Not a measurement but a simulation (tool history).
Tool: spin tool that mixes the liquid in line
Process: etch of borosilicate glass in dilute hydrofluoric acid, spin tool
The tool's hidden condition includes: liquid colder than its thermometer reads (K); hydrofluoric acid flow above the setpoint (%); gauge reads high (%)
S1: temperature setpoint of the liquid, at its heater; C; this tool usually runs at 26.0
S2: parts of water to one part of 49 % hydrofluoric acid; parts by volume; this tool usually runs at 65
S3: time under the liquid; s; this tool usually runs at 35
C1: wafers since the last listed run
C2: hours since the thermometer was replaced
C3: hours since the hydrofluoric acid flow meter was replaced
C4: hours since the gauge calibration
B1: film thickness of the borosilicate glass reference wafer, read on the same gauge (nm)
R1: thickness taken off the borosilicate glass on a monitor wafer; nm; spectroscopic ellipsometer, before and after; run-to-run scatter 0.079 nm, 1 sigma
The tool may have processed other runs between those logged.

{"run": 1, "day": 0.0, "S1": 26.0, "S2": 65, "S3": 35, "C1": 0, "C2": 2026.4, "C3": 1030.6, "C4": 345.1, "B1": 89.98, "R1": 10.68}
{"run": 2, "day": 1.65, "S1": 26.0, "S2": 90, "S3": 35, "C1": 469, "C2": 2066.0, "C3": 1070.2, "C4": 384.7, "B1": 90.0, "R1": 7.38}
{"run": 3, "day": 3.571, "S1": 26.0, "S2": 90, "S3": 35, "C1": 546, "C2": 2112.1, "C3": 1116.3, "C4": 430.8, "B1": 90.01, "R1": 7.38}
{"run": 4, "day": 5.317, "S1": 26.0, "S2": 90, "S3": 35, "C1": 496, "C2": 2154.0, "C3": 1158.2, "C4": 472.7, "B1": 90.06, "R1": 7.31}
{"run": 5, "day": 7.396, "S1": 26.0, "S2": 65, "S3": 35, "C1": 591, "C2": 2203.9, "C3": 1208.1, "C4": 522.6, "B1": 89.97, "R1": 10.53}
{"run": 6, "day": 9.583, "S1": 26.0, "S2": 65, "S3": 35, "C1": 621, "C2": 2256.4, "C3": 1260.6, "C4": 575.1, "B1": 90.03, "R1": 10.49}
{"run": 7, "day": 11.071, "S1": 26.0, "S2": 65, "S3": 35, "C1": 422, "C2": 2292.1, "C3": 1296.3, "C4": 610.8, "B1": 89.95, "R1": 10.49}
{"run": 8, "day": 12.246, "S1": 28.0, "S2": 65, "S3": 35, "C1": 334, "C2": 2320.3, "C3": 1324.5, "C4": 639.0, "B1": 90.01, "R1": 11.34}
{"run": 9, "day": 14.233, "S1": 26.0, "S2": 65, "S3": 35, "C1": 565, "C2": 2368.0, "C3": 1372.2, "C4": 686.7, "B1": 89.97, "R1": 10.54}
{"run": 10, "day": 16.1, "S1": 26.0, "S2": 65, "S3": 35, "C1": 530, "C2": 2412.8, "C3": 1417.0, "C4": 731.5, "B1": 90.03, "R1": 10.45}
{"day": 16.488, "done": "gauge calibrated"}
{"day": 17.875, "done": "thermometer replaced"}
{"run": 11, "day": 18.142, "S1": 26.0, "S2": 65, "S3": 35, "C1": 568, "C2": 6.4, "C3": 1466.0, "C4": 39.7, "B1": 90.0, "R1": 11.48}
{"run": 12, "day": 19.592, "S1": 26.0, "S2": 65, "S3": 35, "C1": 412, "C2": 41.2, "C3": 1500.8, "C4": 74.5, "B1": 89.99, "R1": 11.47}
{"run": 13, "day": 22.012, "S1": 29.0, "S2": 65, "S3": 20, "C1": 688, "C2": 99.3, "C3": 1558.9, "C4": 132.6, "B1": 90.03, "R1": 7.25}
{"run": 14, "day": 24.029, "S1": 26.0, "S2": 65, "S3": 35, "C1": 573, "C2": 147.7, "C3": 1607.3, "C4": 181.0, "B1": 89.97, "R1": 11.21}
{"run": 15, "day": 26.258, "S1": 26.0, "S2": 75, "S3": 45, "C1": 633, "C2": 201.2, "C3": 1660.8, "C4": 234.5, "B1": 90.02, "R1": 12.45}
{"run": 16, "day": 28.946, "S1": 21.5, "S2": 85, "S3": 50, "C1": 764, "C2": 265.7, "C3": 1725.3, "C4": 299.0, "B1": 90.02, "R1": 10.07}
{"run": 17, "day": 30.833, "S1": 26.0, "S2": 65, "S3": 20, "C1": 536, "C2": 311.0, "C3": 1770.6, "C4": 344.3, "B1": 90.02, "R1": 6.47}
{"day": 38.138, "done": "hydrofluoric acid flow meter replaced"}
{"run": 18, "day": 39.75, "S1": 26.0, "S2": 65, "S3": 25, "C1": 2523, "C2": 525.0, "C3": 38.7, "C4": 558.3, "B1": 90.02, "R1": 7.95}
{"run": 19, "day": 42.162, "S1": 29.0, "S2": 65, "S3": 50, "C1": 685, "C2": 582.9, "C3": 96.6, "C4": 616.2, "B1": 90.03, "R1": 17.93}
{"day": 43.421, "done": "gauge calibrated"}
{"run": 20, "day": 43.758, "S1": 24.0, "S2": 40, "S3": 45, "C1": 453, "C2": 621.2, "C3": 134.9, "C4": 8.1, "B1": 89.97, "R1": 22.09}
{"run": 21, "day": 45.467, "S1": 31.0, "S2": 65, "S3": 35, "C1": 485, "C2": 662.2, "C3": 175.9, "C4": 49.1, "B1": 90.0, "R1": 13.51}
{"run": 22, "day": 47.325, "S1": 22.0, "S2": 65, "S3": 55, "C1": 528, "C2": 706.8, "C3": 220.5, "C4": 93.7, "B1": 89.98, "R1": 14.68}
{"run": 23, "day": 48.654, "S1": 26.0, "S2": 85, "S3": 25, "C1": 377, "C2": 738.7, "C3": 252.4, "C4": 125.6, "B1": 90.03, "R1": 5.87}
{"run": 24, "day": 51.121, "S1": 26.0, "S2": 85, "S3": 25, "C1": 701, "C2": 797.9, "C3": 311.6, "C4": 184.8, "B1": 90.02, "R1": 5.94}
{"run": 25, "day": 52.658, "S1": 29.5, "S2": 65, "S3": 35, "C1": 437, "C2": 834.8, "C3": 348.5, "C4": 221.7, "B1": 89.99, "R1": 12.53}

Here are 3 independent what-if runs from the current tool condition. What would each one return?
{"run": "A", "day": 52.675, "S1": 26.0, "S2": 75, "S3": 35, "C1": 4, "C2": 835.2, "C3": 348.9, "C4": 222.1, "B1": "?", "R1": "?"}
{"run": "B", "day": 52.675, "S1": 24.0, "S2": 90, "S3": 20, "C1": 4, "C2": 835.2, "C3": 348.9, "C4": 222.1, "B1": "?", "R1": "?"}
{"run": "C", "day": 52.675, "S1": 24.5, "S2": 85, "S3": 35, "C1": 4, "C2": 835.2, "C3": 348.9, "C4": 222.1, "B1": "?", "R1": "?"}

run=A B1=89.98 R1=9.27
run=B B1=89.98 R1=4.00
run=C B1=89.98 R1=7.60
With no hidden state in the tool, these same runs would have given:
run=A R1=9.73
run=B R1=4.20
run=C R1=7.98
